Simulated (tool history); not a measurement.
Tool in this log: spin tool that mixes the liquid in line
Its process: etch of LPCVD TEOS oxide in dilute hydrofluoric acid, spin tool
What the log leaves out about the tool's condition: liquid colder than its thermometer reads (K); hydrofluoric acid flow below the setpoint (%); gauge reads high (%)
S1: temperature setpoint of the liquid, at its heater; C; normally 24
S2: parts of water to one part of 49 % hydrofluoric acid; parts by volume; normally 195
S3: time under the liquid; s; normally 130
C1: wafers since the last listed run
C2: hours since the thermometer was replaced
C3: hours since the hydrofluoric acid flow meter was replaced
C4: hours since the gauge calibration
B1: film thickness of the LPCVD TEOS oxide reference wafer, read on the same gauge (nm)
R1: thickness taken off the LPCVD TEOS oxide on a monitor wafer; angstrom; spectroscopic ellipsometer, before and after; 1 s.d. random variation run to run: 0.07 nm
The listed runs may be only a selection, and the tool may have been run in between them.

| run | hour | S1 | S2 | S3 | C1 | C2 | C3 | C4 | B1 | R1 |
|---|---|---|---|---|---|---|---|---|---|---|
| 1 | 0 | 24 | 195 | 155 | 0 | 1836.4 | 1836.8 | 431.1 | 30.02 | 238.5 |
| 2 | 60.1 | 24 | 195 | 155 | 678 | 1896.5 | 1896.9 | 491.2 | 30.01 | 239 |
|  | 102.7 | hydrofluoric acid flow meter replaced |
| 3 | 106.3 | 24 | 195 | 155 | 510 | 1942.7 | 3.6 | 537.4 | 30.02 | 238.7 |
| 4 | 207.7 | 24 | 195 | 130 | 1144 | 2044.1 | 105 | 638.8 | 29.98 | 199.8 |
| 5 | 303 | 24 | 195 | 130 | 1075 | 2139.4 | 200.3 | 734.1 | 30 | 200 |
| 6 | 356.8 | 24 | 195 | 130 | 607 | 2193.2 | 254.1 | 787.9 | 30 | 199.2 |
| 7 | 423.5 | 24 | 195 | 175 | 752 | 2259.9 | 320.8 | 854.6 | 29.97 | 269.6 |
| 8 | 511.1 | 24 | 195 | 130 | 988 | 2347.5 | 408.4 | 942.2 | 30 | 199.7 |
| 9 | 583.2 | 22.5 | 195 | 130 | 813 | 2419.6 | 480.5 | 1014.3 | 29.99 | 189.5 |
| 10 | 679.9 | 22.5 | 195 | 130 | 1091 | 2516.3 | 577.2 | 1111 | 29.99 | 189.6 |
| 11 | 781 | 22.5 | 195 | 130 | 1140 | 2617.4 | 678.3 | 1212.1 | 29.98 | 188.3 |
|  | 931.3 | gauge calibrated |
| 12 | 988.9 | 24 | 195 | 190 | 2345 | 2825.3 | 886.2 | 57.6 | 30 | 291.8 |
| 13 | 1079.3 | 24 | 195 | 190 | 1020 | 2915.7 | 976.6 | 148 | 30 | 290.9 |
| 14 | 1151 | 21.5 | 195 | 130 | 809 | 2987.4 | 1048.3 | 219.7 | 30 | 183 |
| 15 | 1239.8 | 28.5 | 270 | 130 | 1001 | 3076.2 | 1137.1 | 308.5 | 29.99 | 155.7 |
|  | 1303.8 | thermometer replaced |
| 16 | 1329.3 | 25.5 | 260 | 190 | 998 | 25.5 | 1226.6 | 398 | 30 | 216.3 |
| 17 | 1397.7 | 24 | 195 | 130 | 771 | 93.9 | 1295 | 466.4 | 30 | 199.8 |
| 18 | 1469.9 | 21 | 115 | 205 | 814 | 166.1 | 1367.2 | 538.6 | 29.99 | 519.9 |
| 19 | 1521.9 | 22 | 195 | 160 | 586 | 218.1 | 1419.2 | 590.6 | 29.99 | 229.2 |
| 20 | 1605.1 | 24 | 195 | 90 | 938 | 301.3 | 1502.4 | 673.8 | 30 | 138.2 |
|  | 1628.5 | hydrofluoric acid flow meter replaced |
| 21 | 1651.8 | 28 | 100 | 60 | 515 | 348 | 23.3 | 720.5 | 30.01 | 232.3 |
| 22 | 1700.1 | 24 | 195 | 130 | 545 | 396.3 | 71.6 | 768.8 | 29.99 | 200 |
| 23 | 1860.6 | 26 | 195 | 130 | 1811 | 556.8 | 232.1 | 929.3 | 30.01 | 213.9 |
| 24 | 1910.4 | 20.5 | 140 | 75 | 561 | 606.6 | 281.9 | 979.1 | 29.98 | 148 |
| 25 | 1974.1 | 24 | 130 | 130 | 718 | 670.3 | 345.6 | 1042.8 | 30 | 322.4 |
| 26 | 2016.5 | 24 | 280 | 105 | 478 | 712.7 | 388 | 1085.2 | 30.02 | 103.5 |
|  | 2024 | gauge calibrated |
| 27 | 2120 | 22.5 | 195 | 175 | 1167 | 816.2 | 491.5 | 96 | 30.01 | 254.7 |
| 28 | 2312.2 | 28.5 | 140 | 105 | 2168 | 1008.4 | 683.7 | 288.2 | 29.99 | 283.4 |

Run-by-run hidden state of the tool:
liquid colder than its thermometer reads (K): 0, the same for each run
hydrofluoric acid flow below the setpoint (%): 0, the same for each run
gauge reads high (%): 0, the same for each run
